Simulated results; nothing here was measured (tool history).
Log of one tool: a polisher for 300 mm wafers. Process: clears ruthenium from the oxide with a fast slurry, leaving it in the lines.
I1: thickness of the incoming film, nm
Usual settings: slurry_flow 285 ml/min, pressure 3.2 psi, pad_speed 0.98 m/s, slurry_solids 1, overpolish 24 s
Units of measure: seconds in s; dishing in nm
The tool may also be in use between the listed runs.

Run 1, hour 0: usual settings; I1 210.1. Result: seconds 45.5 s, dishing 79 nm.
At hour 10.1: worn pad replaced by a new one.
Run 2, hour 10.6: usual settings; I1 209.6. Result: seconds 45.9 s, dishing 79.7 nm.
Run 3, hour 16.5: usual settings; I1 210.3. Result: seconds 45.4 s, dishing 81.2 nm.
Run 4, hour 32.3: usual settings; I1 209.6. Result: seconds 45.4 s, dishing 79.7 nm.
Run 5, hour 43: usual settings but slurry_flow 240 ml/min; I1 209.4. Result: seconds 46.2 s, dishing 79.1 nm.
Run 6, hour 53.6: usual settings but slurry_flow 350 ml/min, slurry_solids 0.85; I1 207.9. Result: seconds 48.1 s, dishing 73.2 nm.
Run 7, hour 59.8: usual settings; I1 210.3. Result: seconds 45.9 s, dishing 79.5 nm.
Run 8, hour 72: usual settings; I1 208.2. Result: seconds 45 s, dishing 77 nm.
Run 9, hour 81.9: usual settings; I1 212.7. Result: seconds 45.7 s, dishing 77.6 nm.
Run 10, hour 93.3: usual settings but slurry_flow 195 ml/min, pad_speed 0.74 m/s; I1 210.3. Result: seconds 64.7 s, dishing 59.6 nm.
Run 11, hour 100.2: usual settings but overpolish 30 s; I1 210.8. Result: seconds 45.3 s, dishing 94.4 nm.
At hour 104.1: slurry nozzle cleaned.
Run 12, hour 111.5: usual settings but pad_speed 1.08 m/s; I1 213.6. Result: seconds 43.6 s, dishing 81.3 nm.
Run 13, hour 119.4: usual settings but pad_speed 1.2 m/s, overpolish 38 s; I1 209.8. Result: seconds 38.9 s, dishing 118.7 nm.
Run 14, hour 125.5: usual settings; I1 212.6. Result: seconds 47.8 s, dishing 77.1 nm.
At hour 131.8: worn pad replaced by a new one.
Run 15, hour 139.5: usual settings but slurry_solids 1.25, overpolish 30 s; I1 208.6. Result: seconds 42.3 s, dishing 98.7 nm.
At hour 152.4: slurry blender recalibrated.
Run 16, hour 152.8: usual settings; I1 208.9. Result: seconds 46.4 s, dishing 76.1 nm.
Run 17, hour 169.1: usual settings; I1 210.7. Result: seconds 48.2 s, dishing 75.5 nm.
Run 18, hour 179.5: usual settings but pad_speed 0.7 m/s, slurry_solids 0.8; I1 210.8. Result: seconds 77.3 s, dishing 52.2 nm.
Run 19, hour 193.3: usual settings but overpolish 18 s; I1 212.8. Result: seconds 48.8 s, dishing 61.9 nm.
Run 20, hour 208: usual settings but slurry_flow 225 ml/min, pad_speed 0.74 m/s, overpolish 28 s; I1 210.9. Result: seconds 67.4 s, dishing 68.8 nm.
Run 21, hour 221.7: usual settings but slurry_flow 335 ml/min, pressure 4.1 psi, pad_speed 0.72 m/s, slurry_solids 0.9; I1 210.6. Result: seconds 57.6 s, dishing 65.5 nm.
Run 22, hour 228.8: usual settings but pad_speed 1.08 m/s; I1 207.3. Result: seconds 43.3 s, dishing 82.1 nm.
At hour 237.9: worn pad replaced by a new one.
At hour 239.5: slurry nozzle cleaned, repeated, since the last time left the tool worse.
Run 23, hour 246.2: usual settings but slurry_flow 235 ml/min, pressure 3.6 psi; I1 206.7. Result: seconds 41.2 s, dishing 83 nm.
Run 24, hour 255.8: usual settings; I1 207.4. Result: seconds 43.3 s, dishing 84.3 nm.
Run 25, hour 262.8: usual settings but overpolish 31 s; I1 211.4. Result: seconds 44.4 s, dishing 98.1 nm.
Run 26, hour 271.7: usual settings; I1 209.6. Result: seconds 44 s, dishing 81.7 nm.
Run 27, hour 287.8: usual settings but pressure 2.6 psi, pad_speed 1.24 m/s, slurry_solids 0.9; I1 209.8. Result: seconds 42 s, dishing 84.3 nm.

5 options for the next run, each taken on its own from the tool as it stands now. Forecast them:
Run A, hour 288.2: usual settings but overpolish 20 s; I1 212.4. Result: seconds ?, dishing ?.
Run B, hour 288.2: usual settings but slurry_flow 210 ml/min, slurry_solids 1.25; I1 212.4. Result: seconds ?, dishing ?.
Run C, hour 288.2: usual settings but slurry_flow 245 ml/min, pad_speed 1.24 m/s, slurry_solids 1.2, overpolish 28 s; I1 212.4. Result: seconds ?, dishing ?.
Run D, hour 288.2: usual settings but pressure 2.8 psi, slurry_solids 1.1; I1 212.4. Result: seconds ?, dishing ?.
Run E, hour 288.2: usual settings but pressure 2.7 psi; I1 212.4. Result: seconds ?, dishing ?.

run  seconds  dishing
  A     44.2     71.8
  B     40.8     87.5
  C     32.3    113.6
  D     45.4     80.9
  E     48.8     76.6
Had the tool no hidden state, the same runs would have come out as:
run  seconds  dishing
  A       44     72.1
  B     40.5     87.9
  C     32.1      114
  D     45.2     81.2
  E     48.6     76.9

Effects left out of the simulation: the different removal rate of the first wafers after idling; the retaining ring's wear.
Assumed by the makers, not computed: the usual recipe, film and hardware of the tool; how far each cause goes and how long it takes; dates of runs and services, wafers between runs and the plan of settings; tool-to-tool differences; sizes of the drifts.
